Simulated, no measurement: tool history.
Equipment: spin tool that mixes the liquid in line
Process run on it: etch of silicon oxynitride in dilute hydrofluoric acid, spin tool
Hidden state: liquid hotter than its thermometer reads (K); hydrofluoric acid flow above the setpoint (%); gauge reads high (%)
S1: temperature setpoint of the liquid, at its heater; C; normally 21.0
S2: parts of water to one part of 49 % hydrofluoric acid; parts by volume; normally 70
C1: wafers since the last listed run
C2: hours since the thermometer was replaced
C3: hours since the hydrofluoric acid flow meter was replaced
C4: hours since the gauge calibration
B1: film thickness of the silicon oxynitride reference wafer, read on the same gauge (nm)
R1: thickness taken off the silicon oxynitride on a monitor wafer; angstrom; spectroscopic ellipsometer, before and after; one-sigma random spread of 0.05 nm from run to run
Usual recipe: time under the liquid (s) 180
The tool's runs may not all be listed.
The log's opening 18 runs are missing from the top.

run 19 hour=268.1 | S1=25.5 S2=105 time_under_the_liquid_(s)=255 | C1=40 C2=111.7 C3=2403.3 C4=26.7 | B1=100.02 | R1=122.9
-- hour=272.1 hydrofluoric acid flow meter replaced
run 20 hour=282.2 | S1=21.0 S2=70 time_under_the_liquid_(s)=180 | C1=62 C2=125.8 C3=10.1 C4=40.8 | B1=100.01 | R1=93.7
run 21 hour=288.8 | S1=21.0 S2=70 time_under_the_liquid_(s)=180 | C1=31 C2=132.4 C3=16.7 C4=47.4 | B1=99.98 | R1=93.2
run 22 hour=301.7 | S1=24.0 S2=70 time_under_the_liquid_(s)=130 | C1=61 C2=145.3 C3=29.6 C4=60.3 | B1=100.01 | R1=78.5
run 23 hour=311.4 | S1=19.0 S2=45 time_under_the_liquid_(s)=70 | C1=46 C2=155.0 C3=39.3 C4=70.0 | B1=100.02 | R1=52.6
run 24 hour=326.7 | S1=21.0 S2=40 time_under_the_liquid_(s)=80 | C1=72 C2=170.3 C3=54.6 C4=85.3 | B1=100.02 | R1=75.1
run 25 hour=340.5 | S1=17.5 S2=80 time_under_the_liquid_(s)=290 | C1=65 C2=184.1 C3=68.4 C4=99.1 | B1=99.99 | R1=111.4
run 26 hour=356.5 | S1=21.0 S2=70 time_under_the_liquid_(s)=180 | C1=76 C2=200.1 C3=84.4 C4=115.1 | B1=100.00 | R1=95.4
run 27 hour=367.4 | S1=24.0 S2=70 time_under_the_liquid_(s)=130 | C1=51 C2=211.0 C3=95.3 C4=126.0 | B1=100.00 | R1=79.2
run 28 hour=380.2 | S1=21.0 S2=70 time_under_the_liquid_(s)=180 | C1=60 C2=223.8 C3=108.1 C4=138.8 | B1=100.02 | R1=94.4
run 29 hour=386.3 | S1=26.0 S2=105 time_under_the_liquid_(s)=180 | C1=29 C2=229.9 C3=114.2 C4=144.9 | B1=100.01 | R1=78.2
run 30 hour=392.6 | S1=21.0 S2=70 time_under_the_liquid_(s)=255 | C1=30 C2=236.2 C3=120.5 C4=151.2 | B1=100.01 | R1=135.0
run 31 hour=401.2 | S1=17.0 S2=80 time_under_the_liquid_(s)=70 | C1=40 C2=244.8 C3=129.1 C4=159.8 | B1=100.02 | R1=26.4
run 32 hour=413.7 | S1=23.5 S2=55 time_under_the_liquid_(s)=150 | C1=59 C2=257.3 C3=141.6 C4=172.3 | B1=100.02 | R1=115.5

Below are 5 alternative next runs, each starting from the tool's condition after run 32. Predict each:
run A hour=414.2 | S1=17.0 S2=70 time_under_the_liquid_(s)=180 | C1=2 C2=257.8 C3=142.1 C4=172.8 | B1=? | R1=?
run B hour=414.2 | S1=25.0 S2=50 time_under_the_liquid_(s)=85 | C1=2 C2=257.8 C3=142.1 C4=172.8 | B1=? | R1=?
run C hour=414.2 | S1=23.0 S2=35 time_under_the_liquid_(s)=230 | C1=2 C2=257.8 C3=142.1 C4=172.8 | B1=? | R1=?
run D hour=414.2 | S1=21.0 S2=70 time_under_the_liquid_(s)=280 | C1=2 C2=257.8 C3=142.1 C4=172.8 | B1=? | R1=?
run E hour=414.2 | S1=17.0 S2=90 time_under_the_liquid_(s)=105 | C1=2 C2=257.8 C3=142.1 C4=172.8 | B1=? | R1=?

run=A B1=99.99 R1=77.8
run=B B1=99.99 R1=77.6
run=C B1=99.99 R1=275.1
run=D B1=99.99 R1=147.8
run=E B1=99.99 R1=34.9
Without the tool's hidden state the same runs would have given:
run=A R1=74.0
run=B R1=73.9
run=C R1=261.9
run=D R1=140.7
run=E R1=33.1
